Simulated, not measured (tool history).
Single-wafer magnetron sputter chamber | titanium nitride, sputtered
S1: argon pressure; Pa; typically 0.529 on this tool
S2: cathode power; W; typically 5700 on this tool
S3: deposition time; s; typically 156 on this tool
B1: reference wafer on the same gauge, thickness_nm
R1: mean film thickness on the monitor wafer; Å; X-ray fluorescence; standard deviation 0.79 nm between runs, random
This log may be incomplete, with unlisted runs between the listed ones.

Run 1, hour 0.0: usual settings but S1 0.636 Pa; B1 163.009. Result: R1 1485.97 Å.
Run 2, hour 34.0: usual settings but S1 0.636 Pa; B1 163.010. Result: R1 1472.37 Å.
Run 3, hour 62.7: usual settings but S1 0.636 Pa; B1 163.030. Result: R1 1469.64 Å.
Run 4, hour 92.3: usual settings but S3 166 s; B1 162.659. Result: R1 1630.78 Å.
Run 5, hour 109.3: usual settings; B1 163.041. Result: R1 1528.28 Å.
Run 6, hour 127.8: usual settings; B1 162.852. Result: R1 1516.42 Å.
Run 7, hour 140.7: usual settings but S1 0.637 Pa; B1 162.783. Result: R1 1445.72 Å.
Run 8, hour 154.8: usual settings but S1 0.438 Pa, S3 172 s; B1 163.020. Result: R1 1749.93 Å.
Run 9, hour 185.6: usual settings but S1 0.438 Pa, S3 172 s; B1 163.009. Result: R1 1734.68 Å.
Run 10, hour 209.1: usual settings but S1 0.696 Pa, S2 6150 W; B1 162.979. Result: R1 1488.96 Å.
Run 11, hour 226.0: usual settings but S1 0.696 Pa, S2 6150 W; B1 163.410. Result: R1 1505.79 Å.
Run 12, hour 242.2: usual settings; B1 162.854. Result: R1 1494.70 Å.

Expected results for the next run?
Run 13, hour 270.0: usual settings but S1 0.449 Pa, S2 7050 W, S3 135 s; B1 ?. Result: R1 ?.

{"run 13": {"B1": 163.347, "R1": 1647.99}}
With no hidden state in the tool, this same run would have given R1 1813.36 Å.

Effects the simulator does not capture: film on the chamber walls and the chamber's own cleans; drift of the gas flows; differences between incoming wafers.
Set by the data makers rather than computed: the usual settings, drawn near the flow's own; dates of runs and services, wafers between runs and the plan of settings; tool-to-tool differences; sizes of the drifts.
